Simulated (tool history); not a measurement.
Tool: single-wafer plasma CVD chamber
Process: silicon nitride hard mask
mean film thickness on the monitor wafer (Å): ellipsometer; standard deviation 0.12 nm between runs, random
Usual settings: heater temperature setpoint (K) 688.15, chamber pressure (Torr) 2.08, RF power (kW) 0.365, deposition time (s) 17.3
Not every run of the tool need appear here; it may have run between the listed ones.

run,hour,heater temperature setpoint (K),chamber pressure (Torr),RF power (kW),deposition time (s),wafers since the last listed run,hours since the last thermocouple change,hours since the last RF generator calibration,hours since the last manometer calibration,hours since the showerhead was replaced,hours since the gauge calibration,"read-back reference wafer on the same gauge, thickness_nm",mean film thickness on the monitor wafer (Å)
1,0.0,688.15,2.08,0.365,17.3,0,134.3,836.0,527.4,3932.7,1739.5,18.585,221.81
2,39.9,688.15,2.08,0.365,17.3,904,174.2,875.9,567.3,3972.6,1779.4,18.560,222.23
3,101.0,688.15,2.08,0.365,17.3,1384,235.3,937.0,628.4,4033.7,1840.5,18.557,222.17
4,181.2,688.15,2.08,0.365,17.3,1817,315.5,1017.2,708.6,4113.9,1920.7,18.585,222.36
5,278.9,688.15,2.08,0.365,19.2,2214,413.2,1114.9,806.3,4211.6,2018.4,18.610,247.04
6,324.0,675.15,2.44,0.330,17.3,1022,458.3,1160.0,851.4,4256.7,2063.5,18.581,206.51
7,419.0,677.15,2.08,0.365,17.3,2153,553.3,1255.0,946.4,4351.7,2158.5,18.608,220.70
8,475.8,688.15,2.08,0.365,17.3,1287,610.1,1311.8,1003.2,4408.5,2215.3,18.608,220.81
9,535.3,688.15,2.08,0.365,17.3,1348,669.6,1371.3,1062.7,4468.0,2274.8,18.601,220.89
# hour 554.9: capacitance manometer re-zeroed and calibrated
10,586.5,688.15,2.08,0.365,14.8,979,720.8,1422.5,31.6,4519.2,2326.0,18.576,187.21
11,690.4,695.15,2.08,0.365,17.3,2354,824.7,1526.4,135.5,4623.1,2429.9,18.621,219.90
# hour 738.1: showerhead replaced
# hour 773.1: RF generator calibrated
12,792.0,688.15,1.82,0.365,17.3,1940,926.3,18.9,237.1,53.9,2531.5,18.558,217.31
# hour 807.4: gauge calibrated
13,893.9,697.15,2.08,0.295,17.3,2309,1028.2,120.8,339.0,155.8,86.5,18.561,177.58
14,959.7,675.15,2.29,0.365,17.3,1491,1094.0,186.6,404.8,221.6,152.3,18.569,231.09
15,1033.1,688.15,2.08,0.335,17.3,1663,1167.4,260.0,478.2,295.0,225.7,18.589,204.14

Predict the results of run 16:
16,1095.1,688.15,2.08,0.365,17.3,1405,1229.4,322.0,540.2,357.0,287.7,?,?

{"run 16": {"read-back reference wafer on the same gauge, thickness_nm": 18.613, "mean film thickness on the monitor wafer (Å)": 224.5}}
With no hidden state in the tool, this same run would have given mean film thickness on the monitor wafer (Å) 227.27.
